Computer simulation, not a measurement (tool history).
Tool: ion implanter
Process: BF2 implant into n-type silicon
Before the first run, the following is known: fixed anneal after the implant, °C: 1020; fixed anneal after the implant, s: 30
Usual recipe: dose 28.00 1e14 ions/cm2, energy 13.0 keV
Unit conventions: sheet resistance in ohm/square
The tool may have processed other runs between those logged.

| run | hour | dose | energy | wafers since the last listed run | hours since the last dose calibration | hours since the extraction supply was calibrated | hours since the gauge calibration | read-back reference wafer on the same gauge, sheet resistance | sheet resistance |
|---|---|---|---|---|---|---|---|---|---|
| 1 | 0.0 | 28.00 | 9.5 | 0 | 179.6 | 3280.1 | 181.5 | 136.67 | 165.09 |
| 2 | 59.7 | 28.00 | 11.5 | 721 | 239.3 | 3339.8 | 241.2 | 136.96 | 157.14 |
| 3 | 78.1 | 28.00 | 11.5 | 222 | 257.7 | 3358.2 | 259.6 | 136.96 | 157.46 |
| 4 | 100.0 | 28.00 | 11.5 | 264 | 279.6 | 3380.1 | 281.5 | 137.02 | 158.00 |
| 5 | 135.6 | 28.00 | 13.0 | 430 | 315.2 | 3415.7 | 317.1 | 137.07 | 151.91 |
| 6 | 162.5 | 28.00 | 13.0 | 324 | 342.1 | 3442.6 | 344.0 | 137.22 | 152.44 |
| 7 | 174.8 | 28.00 | 13.0 | 148 | 354.4 | 3454.9 | 356.3 | 137.18 | 152.27 |
| 8 | 199.7 | 28.00 | 16.0 | 300 | 379.3 | 3479.8 | 381.2 | 137.26 | 143.32 |
| 9 | 234.4 | 28.00 | 16.0 | 419 | 414.0 | 3514.5 | 415.9 | 137.39 | 143.12 |
| 10 | 246.8 | 28.00 | 16.0 | 149 | 426.4 | 3526.9 | 428.3 | 137.43 | 143.65 |
| 11 | 259.6 | 28.00 | 13.0 | 154 | 439.2 | 3539.7 | 441.1 | 137.43 | 152.57 |
| 12 | 280.7 | 28.00 | 13.0 | 254 | 460.3 | 3560.8 | 462.2 | 137.56 | 152.51 |
| 13 | 300.8 | 28.00 | 13.0 | 242 | 480.4 | 3580.9 | 482.3 | 137.55 | 152.80 |
| 14 | 320.8 | 28.00 | 11.0 | 241 | 500.4 | 3600.9 | 502.3 | 137.67 | 160.18 |
|  | 336.7 | extraction supply calibrated |
| 15 | 346.7 | 28.00 | 15.0 | 216 | 526.3 | 10.0 | 528.2 | 137.66 | 146.43 |
| 16 | 372.4 | 28.00 | 11.5 | 310 | 552.0 | 35.7 | 553.9 | 137.75 | 158.04 |
| 17 | 405.2 | 24.02 | 13.0 | 396 | 584.8 | 68.5 | 586.7 | 137.90 | 153.70 |
|  | 424.3 | gauge calibrated |
| 18 | 431.3 | 22.13 | 16.0 | 315 | 610.9 | 94.6 | 7.0 | 136.08 | 143.11 |
|  | 440.1 | Faraday cup replaced and dose calibrated |
| 19 | 453.5 | 33.20 | 9.0 | 171 | 13.4 | 116.8 | 29.2 | 136.01 | 166.45 |
| 20 | 467.7 | 31.78 | 10.0 | 171 | 27.6 | 131.0 | 43.4 | 136.12 | 162.24 |
| 21 | 492.2 | 22.31 | 9.0 | 295 | 52.1 | 155.5 | 67.9 | 136.19 | 166.27 |
| 22 | 518.2 | 22.85 | 16.0 | 314 | 78.1 | 181.5 | 93.9 | 136.18 | 143.24 |
| 23 | 552.4 | 30.18 | 10.0 | 413 | 112.3 | 215.7 | 128.1 | 136.37 | 162.87 |
| 24 | 566.1 | 20.45 | 11.0 | 165 | 126.0 | 229.4 | 141.8 | 136.46 | 159.08 |
| 25 | 596.5 | 28.00 | 13.0 | 367 | 156.4 | 259.8 | 172.2 | 136.53 | 151.53 |
| 26 | 622.1 | 28.00 | 13.0 | 309 | 182.0 | 285.4 | 197.8 | 136.51 | 151.95 |

What was the tool's hidden state at every run in the log?
deviation of the true dose from the Faraday cup's reading, %: 0 at every run
deviation of the true energy from its setpoint, %: 0 at every run
H1: gauge reads high (%)
| run | H1 |
|---|---|
| 1 | 0.528 |
| 2 | 0.65 |
| 3 | 0.687 |
| 4 | 0.732 |
| 5 | 0.805 |
| 6 | 0.86 |
| 7 | 0.885 |
| 8 | 0.936 |
| 9 | 1.01 |
| 10 | 1.03 |
| 11 | 1.06 |
| 12 | 1.1 |
| 13 | 1.14 |
| 14 | 1.18 |
| 15 | 1.24 |
| 16 | 1.29 |
| 17 | 1.36 |
| 18 | -0.0148 |
| 19 | 0.0306 |
| 20 | 0.0596 |
| 21 | 0.11 |
| 22 | 0.163 |
| 23 | 0.233 |
| 24 | 0.261 |
| 25 | 0.323 |
| 26 | 0.375 |
